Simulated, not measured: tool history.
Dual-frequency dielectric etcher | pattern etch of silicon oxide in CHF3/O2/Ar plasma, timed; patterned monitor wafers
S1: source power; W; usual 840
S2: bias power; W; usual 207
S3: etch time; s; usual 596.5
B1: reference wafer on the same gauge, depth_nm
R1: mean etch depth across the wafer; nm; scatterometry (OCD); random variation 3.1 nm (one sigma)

run   hour   S1   S2     S3      B1      R1
  1      0  840  207  687.5  1409.2  1458.2
  2   46.2  840  207  596.5  1410.7  1263.7
  3   98.8  840  207  596.5  1410.7  1263.2
  4    226  840  207  596.5  1410.1  1250.2
  5  272.2  840  207  596.5  1410.3  1249.4
     328.6  -- gauge calibrated
     350.6  -- bias power generator calibrated
     405.6  -- wet clean of the chamber
  6  406.1  840  207  596.5  1408.3  1281.3
  7  458.3  840  207  596.5  1408.5    1276
  8  523.4  890  207  596.5    1409  1289.7
  9  557.9  840  207  596.5  1411.3  1269.5
 10  588.7  710  168    525  1411.9   957.6
     604.3  -- source power generator calibrated
     646.4  -- upper electrode replaced
 11  670.2  840  189  596.5  1411.3  1195.7
 12  704.2  840  207  543.5  1409.7  1144.4
 13  757.3  840  259  596.5  1409.1  1401.6
     815.9  -- gauge calibrated
     821.8  -- wet clean of the chamber
 14  822.3  970  176  596.5  1409.3  1201.3

Forecast run 15:
 15  870.2  670  174  697   ?   ?

B1: 1409.4
R1: 1295.5 nm
Without the tool's hidden state the same run would have given R1 1300.3 nm.
